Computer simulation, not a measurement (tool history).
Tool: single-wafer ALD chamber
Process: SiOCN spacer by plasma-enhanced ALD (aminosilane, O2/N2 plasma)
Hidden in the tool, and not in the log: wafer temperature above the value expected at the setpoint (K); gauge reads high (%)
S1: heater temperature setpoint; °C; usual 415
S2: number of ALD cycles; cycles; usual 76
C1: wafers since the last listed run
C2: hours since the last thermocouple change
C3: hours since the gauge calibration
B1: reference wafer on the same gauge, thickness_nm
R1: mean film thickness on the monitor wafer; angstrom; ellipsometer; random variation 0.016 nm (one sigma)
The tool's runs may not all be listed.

Run 1, hour 0: usual settings; C1 0; C2 496; C3 382.1; B1 3.968. Result: R1 46.32 angstrom.
Run 2, hour 41.2: usual settings; C1 189; C2 537.2; C3 423.3; B1 3.965. Result: R1 46.36 angstrom.
Run 3, hour 85.8: usual settings; C1 205; C2 581.8; C3 467.9; B1 3.97. Result: R1 45.91 angstrom.
Run 4, hour 113.2: usual settings; C1 126; C2 609.2; C3 495.3; B1 3.971. Result: R1 45.97 angstrom.
Run 5, hour 166.6: usual settings; C1 246; C2 662.6; C3 548.7; B1 3.971. Result: R1 46.3 angstrom.
Run 6, hour 200.3: usual settings; C1 155; C2 696.3; C3 582.4; B1 3.969. Result: R1 46.19 angstrom.
Run 7, hour 393.3: usual settings but S1 418 °C, S2 85 cycles; C1 889; C2 889.3; C3 775.4; B1 3.969. Result: R1 50.9 angstrom.
Run 8, hour 463: usual settings but S1 418 °C, S2 85 cycles; C1 321; C2 959; C3 845.1; B1 3.97. Result: R1 50.7 angstrom.
At hour 513.9: gauge calibrated.
Run 9, hour 532.3: usual settings but S1 401 °C, S2 67 cycles; C1 319; C2 1028.3; C3 18.4; B1 3.97. Result: R1 42.61 angstrom.
Run 10, hour 568.8: usual settings but S1 402 °C, S2 91 cycles; C1 168; C2 1064.8; C3 54.9; B1 3.97. Result: R1 57.53 angstrom.
Run 11, hour 616.1: usual settings; C1 217; C2 1112.1; C3 102.2; B1 3.968. Result: R1 45.9 angstrom.
Run 12, hour 660.7: usual settings but S1 411 °C, S2 86 cycles; C1 205; C2 1156.7; C3 146.8; B1 3.965. Result: R1 53.25 angstrom.
Run 13, hour 701.8: usual settings but S1 425 °C, S2 83 cycles; C1 189; C2 1197.8; C3 187.9; B1 3.971. Result: R1 48.34 angstrom.
At hour 748.7: thermocouple changed; heater temperature recalibrated.
Run 14, hour 857.8: usual settings but S2 83 cycles; C1 681; C2 109.1; C3 343.9; B1 3.972. Result: R1 51.29 angstrom.
Run 15, hour 882.5: usual settings; C1 113; C2 133.8; C3 368.6; B1 3.969. Result: R1 47.04 angstrom.
Run 16, hour 937.3: usual settings but S1 411 °C, S2 90 cycles; C1 252; C2 188.6; C3 423.4; B1 3.973. Result: R1 55.86 angstrom.

Run 17 comes next. What will it give?
Run 17, hour 1003.8: usual settings but S2 67 cycles; C1 306; C2 255.1; C3 489.9; B1 ?. Result: R1 ?.

{"run 17": {"B1": 3.971, "R1": 41.13}}
Without the tool's hidden state the same run would have given R1 41.46 angstrom.
